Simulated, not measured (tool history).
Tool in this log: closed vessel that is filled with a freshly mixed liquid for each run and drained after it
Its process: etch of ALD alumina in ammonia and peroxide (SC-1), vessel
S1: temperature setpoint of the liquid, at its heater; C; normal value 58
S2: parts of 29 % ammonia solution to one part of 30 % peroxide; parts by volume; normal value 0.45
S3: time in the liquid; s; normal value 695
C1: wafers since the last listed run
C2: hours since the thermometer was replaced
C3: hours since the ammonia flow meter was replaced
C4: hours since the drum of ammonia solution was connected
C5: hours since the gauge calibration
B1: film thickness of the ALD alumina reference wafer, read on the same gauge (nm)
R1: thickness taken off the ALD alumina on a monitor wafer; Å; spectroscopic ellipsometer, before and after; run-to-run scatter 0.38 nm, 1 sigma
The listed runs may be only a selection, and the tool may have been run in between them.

run    hour    S1    S2    S3     C1      C2      C3     C4      C5     B1     R1
  1       0    58  0.45   695      0  1822.6     729  268.9  1579.3  29.97  420.1
  2    76.7  62.5  0.45  1000   5898  1899.3   805.7  345.6    1656  29.99  765.9
  3   113.1    58  0.45   695   2799  1935.7   842.1    382  1692.4  30.01  424.9
  4   204.7    58  0.45   695   7044  2027.3   933.7  473.6    1784  30.01    425
  5     251    58  0.35   990   3560  2073.6     980  519.9  1830.3     30  594.2
  6   354.4    58  0.45   950   7951    2177  1083.4  623.3  1933.7  29.99  579.9
  7   425.8    58   0.3   990   5490  2248.4  1154.8  694.7  2005.1  30.01  583.2
  8   478.6    58  0.45   695   4060  2301.2  1207.6  747.5  2057.9  30.01  432.7
      482.8  -- new drum of ammonia solution connected
  9     583    58  0.45   695   7951  2405.6    1312  100.2  2162.3  30.01  435.3
      644.6  -- ammonia flow meter replaced
 10   660.7    58  0.45   695   5898  2483.3    16.1  177.9    2240     30  434.3
 11   741.9    58  0.45   695   6244  2564.5    97.3  259.1  2321.2  29.99  433.3
      796.1  -- thermometer replaced
 12   825.4    51  0.45   460   6344    29.3   180.8  342.6  2404.7  30.01  182.5
 13   880.1    58   0.3   850   4206      84   235.5  397.3  2459.4  30.02  473.3
 14   923.7    58   0.6   695   3352   127.6   279.1  440.9    2503     30  411.9
      931.9  -- gauge calibrated
 15  1006.2  61.5  0.25   695   6344   210.1   361.6  523.4    74.3     30  460.6
 16  1074.8    64  0.65   570   5275   278.7   430.2    592   142.9  29.99    465
 17  1181.5    54  0.45   590   8205   385.4   536.9  698.7   249.6  30.02  279.1
 18  1231.3    65   0.3   695   3829   435.2   586.7  748.5   299.4  30.02  553.4
 19  1272.1    58  0.45   695   3137     476   627.5  789.3   340.2     30  409.9
       1336  -- new drum of ammonia solution connected
 20  1371.6    58  0.45   695   7574   575.5     727   35.6   439.7  29.99  415.6
 21  1447.8    58  0.45   695   5859   651.7   803.2  111.8   515.9  30.02  408.3
 22  1765.2    65  0.45   905  24408   969.1  1120.6  429.2   833.3  30.01  763.6
 23  1843.8    55  0.45   695   6044  1047.7  1199.2  507.8   911.9  30.04  355.1
 24  1893.1    58  0.45   695   3791    1097  1248.5  557.1   961.2  30.02  417.7
 25    1934    58  0.45   695   3145  1137.9  1289.4    598  1002.1  29.98    413
 26    1974  54.5  0.65   405   3076  1177.9  1329.4    638  1042.1  29.98  208.1
     2044.9  -- new drum of ammonia solution connected
 27  2050.3    58  0.55   400   5790  1254.2  1405.7    5.4  1118.4     30  244.1
 28  2133.5    58   0.6   805   6398  1337.4  1488.9   88.6  1201.6  29.99  494.4
 29  2198.9    58  0.65   695   5029  1402.8  1554.3    154    1267  29.99    429

Alternative continuations, all from the tool just after run 29; predict every row:
  A  2199.7    58  0.45   435  61  1403.6  1555.1  154.8  1267.8   ?   ?
  B  2199.7    55  0.35  1030  61  1403.6  1555.1  154.8  1267.8   ?   ?
  C  2199.7  50.5   0.4   695  61  1403.6  1555.1  154.8  1267.8   ?   ?
  D  2199.7    55  0.45   510  61  1403.6  1555.1  154.8  1267.8   ?   ?

run     B1     R1
  A  30.03  261.4
  B  30.03  516.7
  C  30.03  277.4
  D  30.03    262
With no hidden state in the tool, these same runs would have given:
run     R1
  A  247.5
  B  488.7
  C    262
  D  247.8
